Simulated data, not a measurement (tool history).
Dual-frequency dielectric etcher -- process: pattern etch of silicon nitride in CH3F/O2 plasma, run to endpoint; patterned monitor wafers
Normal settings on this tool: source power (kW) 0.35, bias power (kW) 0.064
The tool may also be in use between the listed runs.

| run | hour | source power (kW) | bias power (kW) | wafers since the last listed run | hours since the last wet clean | hours since the last source power generator calibration | hours since the last bias power generator calibration | hours since the last upper electrode change | incoming incoming film thickness, nm | endpoint time (s) |
|---|---|---|---|---|---|---|---|---|---|---|
| 1 | 0 | 0.28 | 0.052 | 0 | 15.9 | 3391.3 | 2514.8 | 1887.6 | 70.8 | 117 |
| 2 | 144.2 | 0.39 | 0.064 | 742 | 160.1 | 3535.5 | 2659 | 2031.8 | 71.4 | 88.1 |
| 3 | 337 | 0.39 | 0.064 | 992 | 352.9 | 3728.3 | 2851.8 | 2224.6 | 71.2 | 88.6 |
| 4 | 372.5 | 0.39 | 0.064 | 182 | 388.4 | 3763.8 | 2887.3 | 2260.1 | 71.5 | 88.8 |
|  | 451.9 | wet clean of the chamber |
| 5 | 452.4 | 0.35 | 0.064 | 287 | 0.5 | 3843.7 | 2967.2 | 2340 | 71.8 | 94.4 |
| 6 | 473.8 | 0.35 | 0.064 | 110 | 21.9 | 3865.1 | 2988.6 | 2361.4 | 70.5 | 92.5 |
| 7 | 520.8 | 0.35 | 0.064 | 241 | 68.9 | 3912.1 | 3035.6 | 2408.4 | 71.2 | 93.2 |
|  | 546.3 | bias power generator calibrated |
| 8 | 564.4 | 0.32 | 0.058 | 203 | 112.5 | 3955.7 | 18.1 | 2452 | 71.2 | 100.9 |
| 9 | 604.8 | 0.32 | 0.058 | 207 | 152.9 | 3996.1 | 58.5 | 2492.4 | 70.9 | 100.4 |
| 10 | 671.2 | 0.39 | 0.059 | 341 | 219.3 | 4062.5 | 124.9 | 2558.8 | 70.8 | 88.5 |
| 11 | 707.4 | 0.35 | 0.064 | 186 | 255.5 | 4098.7 | 161.1 | 2595 | 71.3 | 91.7 |
| 12 | 763.1 | 0.35 | 0.064 | 286 | 311.2 | 4154.4 | 216.8 | 2650.7 | 71 | 91.6 |
| 13 | 811 | 0.35 | 0.064 | 246 | 359.1 | 4202.3 | 264.7 | 2698.6 | 71.6 | 92.4 |
| 14 | 847 | 0.35 | 0.064 | 185 | 395.1 | 4238.3 | 300.7 | 2734.6 | 71.1 | 92 |
|  | 871.8 | upper electrode replaced |
| 15 | 889.5 | 0.32 | 0.057 | 95 | 437.6 | 4280.8 | 343.2 | 17.7 | 70.9 | 101.2 |
|  | 929.9 | wet clean of the chamber |
| 16 | 936.6 | 0.32 | 0.057 | 118 | 6.7 | 4327.9 | 390.3 | 64.8 | 70.7 | 101.6 |
| 17 | 978.4 | 0.35 | 0.064 | 215 | 48.5 | 4369.7 | 432.1 | 106.6 | 70.8 | 91.4 |
| 18 | 1015.2 | 0.37 | 0.058 | 189 | 85.3 | 4406.5 | 468.9 | 143.4 | 70.9 | 93 |
| 19 | 1064.4 | 0.27 | 0.071 | 253 | 134.5 | 4455.7 | 518.1 | 192.6 | 71.2 | 102.7 |
| 20 | 1103.8 | 0.3 | 0.049 | 202 | 173.9 | 4495.1 | 557.5 | 232 | 71.3 | 114.1 |
| 21 | 1151.8 | 0.35 | 0.064 | 247 | 221.9 | 4543.1 | 605.5 | 280 | 71.3 | 92.4 |
|  | 1160.1 | source power generator calibrated |
| 22 | 1177.2 | 0.35 | 0.064 | 110 | 247.3 | 17.1 | 630.9 | 305.4 | 70.8 | 91.7 |
| 23 | 1222.8 | 0.42 | 0.05 | 234 | 292.9 | 62.7 | 676.5 | 351 | 71.4 | 93.8 |
|  | 1312.3 | wet clean of the chamber |
| 24 | 1312.8 | 0.38 | 0.074 | 339 | 0.5 | 152.7 | 766.5 | 441 | 70.1 | 81.3 |
| 25 | 1331.6 | 0.3 | 0.057 | 96 | 19.3 | 171.5 | 785.3 | 459.8 | 71.8 | 106.7 |
| 26 | 1372.5 | 0.3 | 0.057 | 210 | 60.2 | 212.4 | 826.2 | 500.7 | 70.7 | 105.7 |
| 27 | 1429.7 | 0.35 | 0.064 | 294 | 117.4 | 269.6 | 883.4 | 557.9 | 71.1 | 91.7 |
| 28 | 1479.7 | 0.26 | 0.064 | 257 | 167.4 | 319.6 | 933.4 | 607.9 | 70.7 | 109.4 |
| 29 | 1522.5 | 0.32 | 0.064 | 220 | 210.2 | 362.4 | 976.2 | 650.7 | 70.3 | 96.3 |
| 30 | 1565.1 | 0.35 | 0.064 | 219 | 252.8 | 405 | 1018.8 | 693.3 | 70.9 | 92.6 |
| 31 | 1635.8 | 0.35 | 0.064 | 363 | 323.5 | 475.7 | 1089.5 | 764 | 71.1 | 93 |
| 32 | 1683.2 | 0.35 | 0.064 | 244 | 370.9 | 523.1 | 1136.9 | 811.4 | 71.5 | 92.8 |
| 33 | 1712.3 | 0.44 | 0.059 | 149 | 400 | 552.2 | 1166 | 840.5 | 71.6 | 86 |
| 34 | 1737.1 | 0.42 | 0.049 | 127 | 424.8 | 577 | 1190.8 | 865.3 | 71.6 | 94.9 |
|  | 1764.9 | wet clean of the chamber |
| 35 | 1776.7 | 0.29 | 0.074 | 80 | 11.8 | 616.6 | 1230.4 | 904.9 | 71.3 | 96.9 |
| 36 | 1845.1 | 0.3 | 0.075 | 352 | 80.2 | 685 | 1298.8 | 973.3 | 71.6 | 95.2 |

Below, each run's measurement less what the same run would have read without the hidden state. Both values contain the same run-to-run variation, but the gauge's scatter may not be the same in both:
Hidden state at play: etch rate over this chamber's usual, %; source power that arrives over what is set, %; bias power that arrives over what is set, %.
| run | endpoint time (s) |
|---|---|
| 1 | +1.6 |
| 2 | +1.3 |
| 3 | +1.5 |
| 4 | +1.5 |
| 5 | +1.7 |
| 6 | +1.7 |
| 7 | +1.7 |
| 8 | -0.1 |
| 9 | -0.1 |
| 10 | +0 |
| 11 | +0 |
| 12 | +0 |
| 13 | +0 |
| 14 | +0 |
| 15 | +0.1 |
| 16 | +0.2 |
| 17 | +0.1 |
| 18 | +0.1 |
| 19 | +0.3 |
| 20 | +0.3 |
| 21 | +0.3 |
| 22 | +0.4 |
| 23 | +0.3 |
| 24 | +0.4 |
| 25 | +0.4 |
| 26 | +0.5 |
| 27 | +0.5 |
| 28 | +0.6 |
| 29 | +0.6 |
| 30 | +0.6 |
| 31 | +0.7 |
| 32 | +0.7 |
| 33 | +0.6 |
| 34 | +0.6 |
| 35 | +0.8 |
| 36 | +0.9 |
